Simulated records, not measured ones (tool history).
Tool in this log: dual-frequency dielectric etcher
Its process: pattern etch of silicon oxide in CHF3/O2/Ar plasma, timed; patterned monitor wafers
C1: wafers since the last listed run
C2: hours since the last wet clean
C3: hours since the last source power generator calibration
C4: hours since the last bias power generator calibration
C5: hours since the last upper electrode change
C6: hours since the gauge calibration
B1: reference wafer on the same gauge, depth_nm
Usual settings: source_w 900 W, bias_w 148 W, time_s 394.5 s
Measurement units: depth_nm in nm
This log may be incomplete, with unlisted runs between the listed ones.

{"run": 1, "hour": 0.0, "source_w": 900, "bias_w": 123, "time_s": 394.5, "C1": 0, "C2": 232.8, "C3": 2054.5, "C4": 3191.8, "C5": 2367.8, "C6": 763, "B1": 661.2, "depth_nm": 746.2}
{"run": 2, "hour": 15.1, "source_w": 900, "bias_w": 148, "time_s": 456.5, "C1": 37, "C2": 247.9, "C3": 2069.6, "C4": 3206.9, "C5": 2382.9, "C6": 778.1, "B1": 661.1, "depth_nm": 918.9}
{"run": 3, "hour": 34.4, "source_w": 900, "bias_w": 148, "time_s": 331.5, "C1": 48, "C2": 267.2, "C3": 2088.9, "C4": 3226.2, "C5": 2402.2, "C6": 797.4, "B1": 660.4, "depth_nm": 665.8}
{"run": 4, "hour": 51.8, "source_w": 900, "bias_w": 148, "time_s": 331.5, "C1": 43, "C2": 284.6, "C3": 2106.3, "C4": 3243.6, "C5": 2419.6, "C6": 814.8, "B1": 661.2, "depth_nm": 669.8}
{"run": 5, "hour": 77.1, "source_w": 900, "bias_w": 148, "time_s": 331.5, "C1": 63, "C2": 309.9, "C3": 2131.6, "C4": 3268.9, "C5": 2444.9, "C6": 840.1, "B1": 661.1, "depth_nm": 668.8}
{"run": 6, "hour": 112.8, "source_w": 900, "bias_w": 148, "time_s": 430, "C1": 89, "C2": 345.6, "C3": 2167.3, "C4": 3304.6, "C5": 2480.6, "C6": 875.8, "B1": 661, "depth_nm": 863.9}
{"run": 7, "hour": 160.7, "source_w": 840, "bias_w": 148, "time_s": 394.5, "C1": 120, "C2": 393.5, "C3": 2215.2, "C4": 3352.5, "C5": 2528.5, "C6": 923.7, "B1": 661.2, "depth_nm": 763.9}
{"run": 8, "hour": 185.8, "source_w": 840, "bias_w": 148, "time_s": 394.5, "C1": 63, "C2": 418.6, "C3": 2240.3, "C4": 3377.6, "C5": 2553.6, "C6": 948.8, "B1": 661.2, "depth_nm": 763.4}
{"hour": 219.6, "done": "bias power generator calibrated"}
{"run": 9, "hour": 220.1, "source_w": 900, "bias_w": 148, "time_s": 463, "C1": 76, "C2": 452.9, "C3": 2274.6, "C4": 0.5, "C5": 2587.9, "C6": 983.1, "B1": 661.3, "depth_nm": 927.1}
{"run": 10, "hour": 244.3, "source_w": 900, "bias_w": 148, "time_s": 463, "C1": 60, "C2": 477.1, "C3": 2298.8, "C4": 24.7, "C5": 2612.1, "C6": 1007.3, "B1": 661.4, "depth_nm": 926.4}
{"run": 11, "hour": 262.0, "source_w": 900, "bias_w": 148, "time_s": 299.5, "C1": 44, "C2": 494.8, "C3": 2316.5, "C4": 42.4, "C5": 2629.8, "C6": 1025, "B1": 660.8, "depth_nm": 600.9}
{"hour": 314.5, "done": "wet clean of the chamber"}
{"run": 12, "hour": 315.0, "source_w": 900, "bias_w": 118, "time_s": 394.5, "C1": 72, "C2": 0.5, "C3": 2369.5, "C4": 95.4, "C5": 2682.8, "C6": 1078, "B1": 660.9, "depth_nm": 741}
{"hour": 373.0, "done": "source power generator calibrated"}
{"run": 13, "hour": 403.0, "source_w": 900, "bias_w": 148, "time_s": 394.5, "C1": 210, "C2": 88.5, "C3": 30, "C4": 183.4, "C5": 2770.8, "C6": 1166, "B1": 661.2, "depth_nm": 795.9}
{"hour": 469.3, "done": "upper electrode replaced"}
{"run": 14, "hour": 469.8, "source_w": 780, "bias_w": 167, "time_s": 296, "C1": 107, "C2": 155.3, "C3": 96.8, "C4": 250.2, "C5": 0.5, "C6": 1232.8, "B1": 660.5, "depth_nm": 576.2}
{"run": 15, "hour": 484.4, "source_w": 1090, "bias_w": 185, "time_s": 507, "C1": 36, "C2": 169.9, "C3": 111.4, "C4": 264.8, "C5": 15.1, "C6": 1247.4, "B1": 661.1, "depth_nm": 1221.8}

Estimate the outcome of run 16 from the log above:
{"run": 16, "hour": 511.2, "source_w": 900, "bias_w": 148, "time_s": 394.5, "C1": 67, "C2": 196.7, "C3": 138.2, "C4": 291.6, "C5": 41.9, "C6": 1274.2, "B1": "?", "depth_nm": "?"}

B1: 661.2
depth_nm: 791.7 nm
If the tool had no hidden condition, the same run with the same run-to-run variation would have returned depth_nm 795.9 nm.
